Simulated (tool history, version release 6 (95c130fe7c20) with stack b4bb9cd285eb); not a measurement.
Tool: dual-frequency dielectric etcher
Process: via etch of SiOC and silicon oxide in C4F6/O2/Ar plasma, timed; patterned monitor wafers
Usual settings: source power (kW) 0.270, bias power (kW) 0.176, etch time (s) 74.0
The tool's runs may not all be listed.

run     day  source power (kW)  bias power (kW)  etch time (s)  wafers since the last listed run  hours since the last wet clean  hours since the last source power generator calibration  hours since the last bias power generator calibration  hours since the last upper electrode change  hours since the gauge calibration  read-back reference wafer on the same gauge, depth_nm  mean etch depth across the wafer (Å)
  1   0.000              0.290            0.209           74.0                                 0                           199.7                                                    992.3                                                 4145.3                                       3521.7                               49.0                                                   76.0                                   819
  2   2.812              0.290            0.209           74.0                               678                           267.2                                                   1059.8                                                 4212.8                                       3589.2                              116.5                                                   76.0                                   815
  3   4.100              0.270            0.176           74.0                               310                           298.1                                                   1090.7                                                 4243.7                                       3620.1                              147.4                                                   75.9                                   751
  4   5.133              0.270            0.176           74.0                               249                           322.9                                                   1115.5                                                 4268.5                                       3644.9                              172.2                                                   75.9                                   752
  5   6.621              0.270            0.176           74.0                               358                           358.6                                                   1151.2                                                 4304.2                                       3680.6                              207.9                                                   76.0                                   750
      9.471  -- wet clean of the chamber
  6   9.492              0.270            0.176           64.0                               451                             0.5                                                   1220.1                                                 4373.1                                       3749.5                              276.8                                                   76.0                                   671
  7  10.208              0.270            0.176           64.0                               172                            17.7                                                   1237.3                                                 4390.3                                       3766.7                              294.0                                                   75.9                                   665
  8  11.475              0.270            0.176           64.0                               305                            48.1                                                   1267.7                                                 4420.7                                       3797.1                              324.4                                                   75.8                                   667
     12.704  -- upper electrode replaced
  9  13.096              0.270            0.161           74.0                               149                            87.0                                                   1306.6                                                 4459.6                                          9.4                              363.3                                                   75.8                                   750
 10  15.908              0.270            0.161           74.0                               678                           154.5                                                   1374.1                                                 4527.1                                         76.9                              430.8                                                   75.9                                   748
 11  17.608              0.290            0.176           74.0                               410                           195.3                                                   1414.9                                                 4567.9                                        117.7                              471.6                                                   75.8                                   777
 12  19.875              0.290            0.176           74.0                               546                           249.7                                                   1469.3                                                 4622.3                                        172.1                              526.0                                                   75.9                                   779
 13  21.833              0.290            0.176           74.0                               472                           296.7                                                   1516.3                                                 4669.3                                        219.1                              573.0                                                   76.0                                   777
 14  28.333              0.270            0.176           84.0                              1567                           452.7                                                   1672.3                                                 4825.3                                        375.1                              729.0                                                   76.0                                   848
     29.700  -- bias power generator calibrated
     30.117  -- wet clean of the chamber
 15  30.267              0.270            0.218           86.0                               325                             3.6                                                   1718.7                                                   13.6                                        421.5                              775.4                                                   75.9                                   950
 16  32.675              0.250            0.176           74.0                               580                            61.4                                                   1776.5                                                   71.4                                        479.3                              833.2                                                   75.9                                   745
 17  35.462              0.270            0.176           74.0                               672                           128.3                                                   1843.4                                                  138.3                                        546.2                              900.1                                                   76.0                                   767
 18  38.442              0.290            0.176           63.5                               718                           199.8                                                   1914.9                                                  209.8                                        617.7                              971.6                                                   75.9                                   671
 19  39.733              0.200            0.176           90.5                               311                           230.8                                                   1945.9                                                  240.8                                        648.7                             1002.6                                                   75.9                                   826
     41.371  -- gauge calibrated
 20  42.071              0.270            0.153           60.0                               563                           286.9                                                   2002.0                                                  296.9                                        704.8                               16.8                                                   75.9                                   590
     43.758  -- source power generator calibrated
 21  43.779              0.270            0.176           74.0                               371                           327.9                                                      0.5                                                  337.9                                        745.8                               57.8                                                   76.0                                   751
 22  45.312              0.270            0.176           64.0                               369                           364.7                                                     37.3                                                  374.7                                        782.6                               94.6                                                   75.9                                   654
 23  46.367              0.270            0.176           74.0                               254                           390.0                                                     62.6                                                  400.0                                        807.9                              119.9                                                   75.9                                   756
 24  48.279              0.270            0.176           74.0                               461                           435.9                                                    108.5                                                  445.9                                        853.8                              165.8                                                   76.1                                   746
 25  50.400              0.270            0.202           95.5                               511                           486.8                                                    159.4                                                  496.8                                        904.7                              216.7                                                   75.9                                  1000
     52.175  -- wet clean of the chamber
 26  52.196              0.270            0.176           74.0                               191                             0.5                                                    202.5                                                  539.9                                        947.8                              259.8                                                   75.9                                   769
 27  53.108              0.270            0.146           81.0                               220                            22.4                                                    224.4                                                  561.8                                        969.7                              281.7                                                   76.0                                   800
 28  55.017              0.270            0.176           57.0                               460                            68.2                                                    270.2                                                  607.6                                       1015.5                              327.5                                                   75.9                                   587
 29  57.858              0.270            0.191           85.0                               685                           136.4                                                    338.4                                                  675.8                                       1083.7                              395.7                                                   75.9                                   900
 30  59.833              0.270            0.176           74.0                               476                           183.8                                                    385.8                                                  723.2                                       1131.1                              443.1                                                   75.9                                   762

4 ways to go on from here, each from the tool as it stands after run 30. What would each give?
  A  59.850              0.270            0.176           74.0                                 4                           184.2                                                    386.2                                                  723.6                                       1131.5                              443.5                                                      ?                                     ?
  B  59.850              0.240            0.135           74.0                                 4                           184.2                                                    386.2                                                  723.6                                       1131.5                              443.5                                                      ?                                     ?
  C  59.850              0.230            0.189           74.0                                 4                           184.2                                                    386.2                                                  723.6                                       1131.5                              443.5                                                      ?                                     ?
  D  59.850              0.290            0.158           74.0                                 4                           184.2                                                    386.2                                                  723.6                                       1131.5                              443.5                                                      ?                                     ?

run  read-back reference wafer on the same gauge, depth_nm  mean etch depth across the wafer (Å)
  A                                                   75.9                                   758
  B                                                   75.9                                   672
  C                                                   75.9                                   729
  D                                                   75.9                                   755
Without the tool's hidden state the same runs would have given:
run  mean etch depth across the wafer (Å)
  A                                   769
  B                                   682
  C                                   739
  D                                   766
